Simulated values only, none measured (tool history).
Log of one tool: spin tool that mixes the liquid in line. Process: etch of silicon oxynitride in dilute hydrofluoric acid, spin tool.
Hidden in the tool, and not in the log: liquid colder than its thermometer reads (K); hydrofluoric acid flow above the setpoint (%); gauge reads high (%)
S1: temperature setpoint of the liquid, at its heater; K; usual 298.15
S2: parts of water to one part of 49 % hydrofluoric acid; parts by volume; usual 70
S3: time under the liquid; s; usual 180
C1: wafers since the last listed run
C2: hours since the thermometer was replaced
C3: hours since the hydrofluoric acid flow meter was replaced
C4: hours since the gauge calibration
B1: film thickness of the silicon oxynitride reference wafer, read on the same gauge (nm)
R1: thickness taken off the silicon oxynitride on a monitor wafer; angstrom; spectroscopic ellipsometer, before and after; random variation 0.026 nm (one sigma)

| run | hour | S1 | S2 | S3 | C1 | C2 | C3 | C4 | B1 | R1 |
|---|---|---|---|---|---|---|---|---|---|---|
| 1 | 0 | 297.15 | 70 | 180 | 0 | 635 | 59 | 1783.1 | 61.37 | 50.1 |
| 2 | 32.9 | 298.15 | 70 | 180 | 142 | 667.9 | 91.9 | 1816 | 61.42 | 53.2 |
| 3 | 92.2 | 298.15 | 70 | 180 | 256 | 727.2 | 151.2 | 1875.3 | 61.51 | 52.8 |
| 4 | 141.2 | 298.15 | 70 | 180 | 212 | 776.2 | 200.2 | 1924.3 | 61.57 | 53 |
|  | 190.3 | thermometer replaced |
| 5 | 191.1 | 298.15 | 70 | 180 | 211 | 0.8 | 250.1 | 1974.2 | 61.64 | 53.1 |
| 6 | 248.1 | 298.15 | 70 | 145 | 246 | 57.8 | 307.1 | 2031.2 | 61.75 | 43.4 |
| 7 | 283.1 | 295.65 | 70 | 180 | 151 | 92.8 | 342.1 | 2066.2 | 61.79 | 47.7 |
| 8 | 338.3 | 295.65 | 70 | 180 | 239 | 148 | 397.3 | 2121.4 | 61.87 | 47.7 |
| 9 | 401.5 | 295.65 | 70 | 180 | 273 | 211.2 | 460.5 | 2184.6 | 61.98 | 47.3 |
| 10 | 449.3 | 298.15 | 70 | 180 | 207 | 259 | 508.3 | 2232.4 | 62.08 | 53.3 |
| 11 | 490.4 | 298.15 | 70 | 180 | 177 | 300.1 | 549.4 | 2273.5 | 62.16 | 53.9 |
| 12 | 533.1 | 298.15 | 70 | 180 | 184 | 342.8 | 592.1 | 2316.2 | 62.24 | 53.9 |
| 13 | 586.4 | 298.15 | 50 | 180 | 230 | 396.1 | 645.4 | 2369.5 | 62.32 | 76.8 |
| 14 | 630.8 | 298.15 | 70 | 180 | 192 | 440.5 | 689.8 | 2413.9 | 62.43 | 54.5 |
| 15 | 681.5 | 301.15 | 105 | 180 | 219 | 491.2 | 740.5 | 2464.6 | 62.5 | 40.2 |
| 16 | 727.7 | 298.15 | 35 | 180 | 200 | 537.4 | 786.7 | 2510.8 | 62.6 | 112.9 |
| 17 | 790.3 | 299.65 | 90 | 180 | 271 | 600 | 849.3 | 2573.4 | 62.74 | 44.5 |
|  | 820.3 | gauge calibrated |
| 18 | 946.1 | 296.15 | 45 | 265 | 674 | 755.8 | 1005.1 | 125.8 | 59.91 | 110.2 |
| 19 | 1057.9 | 298.15 | 70 | 180 | 484 | 867.6 | 1116.9 | 237.6 | 59.91 | 51.5 |
| 20 | 1090.4 | 301.65 | 85 | 75 | 140 | 900.1 | 1149.4 | 270.1 | 59.92 | 20.5 |
| 21 | 1138.2 | 300.15 | 90 | 180 | 207 | 947.9 | 1197.2 | 317.9 | 59.93 | 43.4 |
|  | 1233.1 | hydrofluoric acid flow meter replaced |
|  | 1253.1 | thermometer replaced |
| 22 | 1339.1 | 302.15 | 70 | 180 | 861 | 86 | 106 | 518.8 | 59.98 | 63 |
| 23 | 1403.9 | 298.15 | 70 | 180 | 280 | 150.8 | 170.8 | 583.6 | 60.03 | 52.1 |
| 24 | 1441.5 | 298.15 | 90 | 255 | 162 | 188.4 | 208.4 | 621.2 | 60.04 | 56 |
| 25 | 1487.2 | 300.65 | 60 | 90 | 197 | 234.1 | 254.1 | 666.9 | 60.09 | 34.9 |
| 26 | 1669.8 | 298.15 | 90 | 180 | 790 | 416.7 | 436.7 | 849.5 | 60.16 | 39.8 |
| 27 | 1881.6 | 300.65 | 70 | 180 | 917 | 628.5 | 648.5 | 1061.3 | 60.35 | 59 |
| 28 | 1983.5 | 298.15 | 70 | 180 | 441 | 730.4 | 750.4 | 1163.2 | 60.46 | 52.2 |
| 29 | 2034 | 296.15 | 70 | 95 | 218 | 780.9 | 800.9 | 1213.7 | 60.49 | 25.2 |
| 30 | 2064.7 | 302.65 | 95 | 100 | 132 | 811.6 | 831.6 | 1244.4 | 60.5 | 25.7 |
| 31 | 2097.1 | 298.15 | 50 | 235 | 140 | 844 | 864 | 1276.8 | 60.54 | 97.9 |
| 32 | 2129.1 | 298.15 | 70 | 180 | 138 | 876 | 896 | 1308.8 | 60.59 | 52 |

Some steps in R1 between neighbouring runs. How much of each would the tool show without its hidden state too (settings, what came in, random variation), and how much is left for the hidden state, with any gauge scatter that isn't in both results?
Run 15 -> 16: S1 301.15 -> 298.15, S2 105 -> 35. R1 +72.7 angstrom: hidden state +3.1, all else +69.6.
Run 16 -> 17: S1 298.15 -> 299.65, S2 35 -> 90. R1 -68.4 angstrom: hidden state -2.9, all else -65.5.
Run 17 -> 18: S1 299.65 -> 296.15, S2 90 -> 45, S3 180 -> 265, gauge calibrated. R1 +65.7 angstrom: hidden state -2.1, all else +67.8.
Run 30 -> 31: S1 302.65 -> 298.15, S2 95 -> 50, S3 100 -> 235. R1 +72.2 angstrom: hidden state +0.7, all else +71.5.

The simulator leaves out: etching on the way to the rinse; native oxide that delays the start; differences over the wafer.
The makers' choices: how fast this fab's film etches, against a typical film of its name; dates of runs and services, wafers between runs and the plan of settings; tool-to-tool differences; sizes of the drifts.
